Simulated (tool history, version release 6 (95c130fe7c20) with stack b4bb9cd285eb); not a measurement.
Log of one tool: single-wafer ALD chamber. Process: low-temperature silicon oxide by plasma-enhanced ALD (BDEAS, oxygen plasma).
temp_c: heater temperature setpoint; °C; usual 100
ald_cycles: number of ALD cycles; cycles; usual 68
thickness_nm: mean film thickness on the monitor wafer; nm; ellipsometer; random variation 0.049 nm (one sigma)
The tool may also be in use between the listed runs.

run    hour  temp_c  ald_cycles  read-back reference wafer on the same gauge, thickness_nm  thickness_nm
  1       0     100          68                                                     11.521        11.001
  2    73.7     100          63                                                     11.524        10.221
  3   143.4     100          63                                                     11.494        10.148
  4     189     100          63                                                      11.47        10.123
  5   423.7     110          68                                                      11.42        10.716
      444.1  -- gauge calibrated
  6     500     100          61                                                     11.694        10.004
      634.6  -- thermocouple changed; heater temperature recalibrated
  7   735.7      91          68                                                     11.624        11.564
  8   785.7     113          68                                                     11.626        10.824
  9   879.5     108          68                                                     11.615        10.998
 10   930.8     100          61                                                     11.594         9.938
 11  1024.1     100          77                                                     11.571        12.532
 12  1096.3     100          68                                                     11.564        11.067
 13  1198.1     106          78                                                     11.538        12.509
 14  1301.5      87          78                                                     11.521        13.323
 15  1343.9     100          68                                                     11.494        11.032

Forecast each of these 5 alternatives for the next run:
  A  1344.4     100          73                                                          ?             ?
  B  1344.4      88          64                                                          ?             ?
  C  1344.4      91          55                                                          ?             ?
  D  1344.4     100          72                                                          ?             ?
  E  1344.4     106          55                                                          ?             ?

run  read-back reference wafer on the same gauge, thickness_nm  thickness_nm
  A                                                     11.482        11.886
  B                                                     11.482        10.935
  C                                                     11.482         9.287
  D                                                     11.482        11.723
  E                                                     11.482         8.844
Without the tool's hidden state the same runs would have given:
run  thickness_nm
  A         12.09
  B        11.123
  C         9.446
  D        11.924
  E         8.996
